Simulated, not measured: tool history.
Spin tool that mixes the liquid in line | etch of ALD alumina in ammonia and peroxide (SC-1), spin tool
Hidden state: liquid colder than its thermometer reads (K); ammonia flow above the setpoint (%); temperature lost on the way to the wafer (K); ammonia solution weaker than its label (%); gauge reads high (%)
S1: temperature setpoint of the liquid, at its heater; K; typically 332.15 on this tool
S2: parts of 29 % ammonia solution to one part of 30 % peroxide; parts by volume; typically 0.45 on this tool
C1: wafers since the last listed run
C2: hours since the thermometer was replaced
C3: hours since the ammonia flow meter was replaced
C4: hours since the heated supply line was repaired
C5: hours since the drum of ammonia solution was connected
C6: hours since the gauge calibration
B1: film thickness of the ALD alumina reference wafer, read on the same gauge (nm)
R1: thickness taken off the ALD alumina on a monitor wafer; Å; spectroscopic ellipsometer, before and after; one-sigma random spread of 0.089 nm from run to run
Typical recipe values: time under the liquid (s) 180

{"run": 1, "day": 0.0, "S1": 329.15, "S2": 0.45, "time under the liquid (s)": 180, "C1": 0, "C2": 1240.8, "C3": 1377.2, "C4": 3488.0, "C5": 319.4, "C6": 416.4, "B1": 89.99, "R1": 117.4}
{"run": 2, "day": 0.371, "S1": 329.15, "S2": 0.45, "time under the liquid (s)": 180, "C1": 82, "C2": 1249.7, "C3": 1386.1, "C4": 3496.9, "C5": 328.3, "C6": 425.3, "B1": 89.99, "R1": 116.8}
{"day": 1.229, "done": "new drum of ammonia solution connected"}
{"day": 1.738, "done": "ammonia flow meter replaced"}
{"run": 3, "day": 1.817, "S1": 329.15, "S2": 0.45, "time under the liquid (s)": 180, "C1": 302, "C2": 1284.4, "C3": 1.9, "C4": 3531.6, "C5": 14.1, "C6": 460.0, "B1": 90.0, "R1": 117.2}
{"day": 1.862, "done": "gauge calibrated"}
{"run": 4, "day": 2.433, "S1": 332.15, "S2": 0.45, "time under the liquid (s)": 180, "C1": 136, "C2": 1299.2, "C3": 16.7, "C4": 3546.4, "C5": 28.9, "C6": 13.7, "B1": 89.97, "R1": 136.3}
{"run": 5, "day": 2.762, "S1": 332.15, "S2": 0.45, "time under the liquid (s)": 180, "C1": 72, "C2": 1307.1, "C3": 24.6, "C4": 3554.3, "C5": 36.8, "C6": 21.6, "B1": 90.03, "R1": 136.0}
{"run": 6, "day": 3.229, "S1": 332.15, "S2": 0.45, "time under the liquid (s)": 180, "C1": 103, "C2": 1318.3, "C3": 35.8, "C4": 3565.5, "C5": 48.0, "C6": 32.8, "B1": 90.03, "R1": 136.1}
{"run": 7, "day": 3.554, "S1": 332.15, "S2": 0.45, "time under the liquid (s)": 180, "C1": 72, "C2": 1326.1, "C3": 43.6, "C4": 3573.3, "C5": 55.8, "C6": 40.6, "B1": 90.04, "R1": 135.6}
{"run": 8, "day": 5.575, "S1": 332.15, "S2": 0.6, "time under the liquid (s)": 180, "C1": 447, "C2": 1374.6, "C3": 92.1, "C4": 3621.8, "C5": 104.3, "C6": 89.1, "B1": 89.93, "R1": 140.6}
{"run": 9, "day": 6.304, "S1": 332.15, "S2": 0.45, "time under the liquid (s)": 100, "C1": 161, "C2": 1392.1, "C3": 109.6, "C4": 3639.3, "C5": 121.8, "C6": 106.6, "B1": 90.05, "R1": 74.9}
{"run": 10, "day": 7.908, "S1": 332.15, "S2": 0.45, "time under the liquid (s)": 180, "C1": 355, "C2": 1430.6, "C3": 148.1, "C4": 3677.8, "C5": 160.3, "C6": 145.1, "B1": 89.96, "R1": 136.2}
{"run": 11, "day": 8.642, "S1": 332.15, "S2": 0.45, "time under the liquid (s)": 180, "C1": 162, "C2": 1448.2, "C3": 165.7, "C4": 3695.4, "C5": 177.9, "C6": 162.7, "B1": 89.97, "R1": 135.4}
{"day": 8.825, "done": "heated supply line repaired"}
{"run": 12, "day": 8.996, "S1": 340.65, "S2": 0.55, "time under the liquid (s)": 240, "C1": 69, "C2": 1456.7, "C3": 174.2, "C4": 4.1, "C5": 186.4, "C6": 171.2, "B1": 90.03, "R1": 331.0}
{"run": 13, "day": 9.35, "S1": 323.65, "S2": 0.5, "time under the liquid (s)": 90, "C1": 78, "C2": 1465.2, "C3": 182.7, "C4": 12.6, "C5": 194.9, "C6": 179.7, "B1": 89.97, "R1": 50.8}
{"run": 14, "day": 9.871, "S1": 327.15, "S2": 0.65, "time under the liquid (s)": 100, "C1": 115, "C2": 1477.7, "C3": 195.2, "C4": 25.1, "C5": 207.4, "C6": 192.2, "B1": 90.01, "R1": 69.9}
{"run": 15, "day": 10.558, "S1": 332.15, "S2": 0.45, "time under the liquid (s)": 250, "C1": 152, "C2": 1494.2, "C3": 211.7, "C4": 41.6, "C5": 223.9, "C6": 208.7, "B1": 89.99, "R1": 219.8}
{"run": 16, "day": 11.012, "S1": 332.15, "S2": 0.45, "time under the liquid (s)": 180, "C1": 100, "C2": 1505.1, "C3": 222.6, "C4": 52.5, "C5": 234.8, "C6": 219.6, "B1": 89.99, "R1": 157.6}
{"run": 17, "day": 11.704, "S1": 332.15, "S2": 0.45, "time under the liquid (s)": 180, "C1": 153, "C2": 1521.7, "C3": 239.2, "C4": 69.1, "C5": 251.4, "C6": 236.2, "B1": 89.98, "R1": 157.6}
{"run": 18, "day": 12.158, "S1": 341.65, "S2": 0.45, "time under the liquid (s)": 210, "C1": 100, "C2": 1532.6, "C3": 250.1, "C4": 80.0, "C5": 262.3, "C6": 247.1, "B1": 89.96, "R1": 298.3}
{"day": 12.275, "done": "thermometer replaced"}
{"run": 19, "day": 12.454, "S1": 339.65, "S2": 0.3, "time under the liquid (s)": 270, "C1": 56, "C2": 4.3, "C3": 257.2, "C4": 87.1, "C5": 269.4, "C6": 254.2, "B1": 90.0, "R1": 353.0}
{"run": 20, "day": 13.017, "S1": 332.15, "S2": 0.45, "time under the liquid (s)": 240, "C1": 124, "C2": 17.8, "C3": 270.7, "C4": 100.6, "C5": 282.9, "C6": 267.7, "B1": 89.96, "R1": 223.8}
{"run": 21, "day": 13.679, "S1": 332.15, "S2": 0.45, "time under the liquid (s)": 180, "C1": 146, "C2": 33.7, "C3": 286.6, "C4": 116.5, "C5": 298.8, "C6": 283.6, "B1": 89.99, "R1": 167.2}
{"day": 14.279, "done": "new drum of ammonia solution connected"}
{"run": 22, "day": 15.404, "S1": 335.65, "S2": 0.6, "time under the liquid (s)": 180, "C1": 373, "C2": 75.1, "C3": 328.0, "C4": 157.9, "C5": 27.0, "C6": 325.0, "B1": 90.04, "R1": 205.6}
{"run": 23, "day": 15.662, "S1": 337.65, "S2": 0.45, "time under the liquid (s)": 280, "C1": 57, "C2": 81.3, "C3": 334.2, "C4": 164.1, "C5": 33.2, "C6": 331.2, "B1": 90.03, "R1": 343.5}
{"run": 24, "day": 16.079, "S1": 322.65, "S2": 0.6, "time under the liquid (s)": 130, "C1": 92, "C2": 91.3, "C3": 344.2, "C4": 174.1, "C5": 43.2, "C6": 341.2, "B1": 90.01, "R1": 75.0}
{"run": 25, "day": 16.583, "S1": 332.15, "S2": 0.45, "time under the liquid (s)": 150, "C1": 111, "C2": 103.4, "C3": 356.3, "C4": 186.2, "C5": 55.3, "C6": 353.3, "B1": 89.99, "R1": 138.5}
{"run": 26, "day": 17.2, "S1": 327.65, "S2": 0.45, "time under the liquid (s)": 180, "C1": 136, "C2": 118.2, "C3": 371.1, "C4": 201.0, "C5": 70.1, "C6": 368.1, "B1": 89.97, "R1": 131.9}

What the log doesn't show, run by run:
ammonia flow above the setpoint (%): 0 at every run
ammonia solution weaker than its label (%): 0 at every run
gauge reads high (%): 0 at every run
H1: liquid colder than its thermometer reads (K)
H2: temperature lost on the way to the wafer (K)
run=1 H1=1.05 H2=3.27
run=2 H1=1.06 H2=3.27
run=3 H1=1.08 H2=3.3
run=4 H1=1.1 H2=3.32
run=5 H1=1.1 H2=3.32
run=6 H1=1.11 H2=3.33
run=7 H1=1.12 H2=3.34
run=8 H1=1.16 H2=3.39
run=9 H1=1.17 H2=3.4
run=10 H1=1.2 H2=3.44
run=11 H1=1.21 H2=3.45
run=12 H1=1.22 H2=0.327
run=13 H1=1.23 H2=0.335
run=14 H1=1.24 H2=0.346
run=15 H1=1.25 H2=0.361
run=16 H1=1.26 H2=0.371
run=17 H1=1.27 H2=0.386
run=18 H1=1.28 H2=0.396
run=19 H1=0.0834 H2=0.402
run=20 H1=0.094 H2=0.414
run=21 H1=0.106 H2=0.429
run=22 H1=0.139 H2=0.466
run=23 H1=0.144 H2=0.471
run=24 H1=0.152 H2=0.48
run=25 H1=0.161 H2=0.491
run=26 H1=0.173 H2=0.505
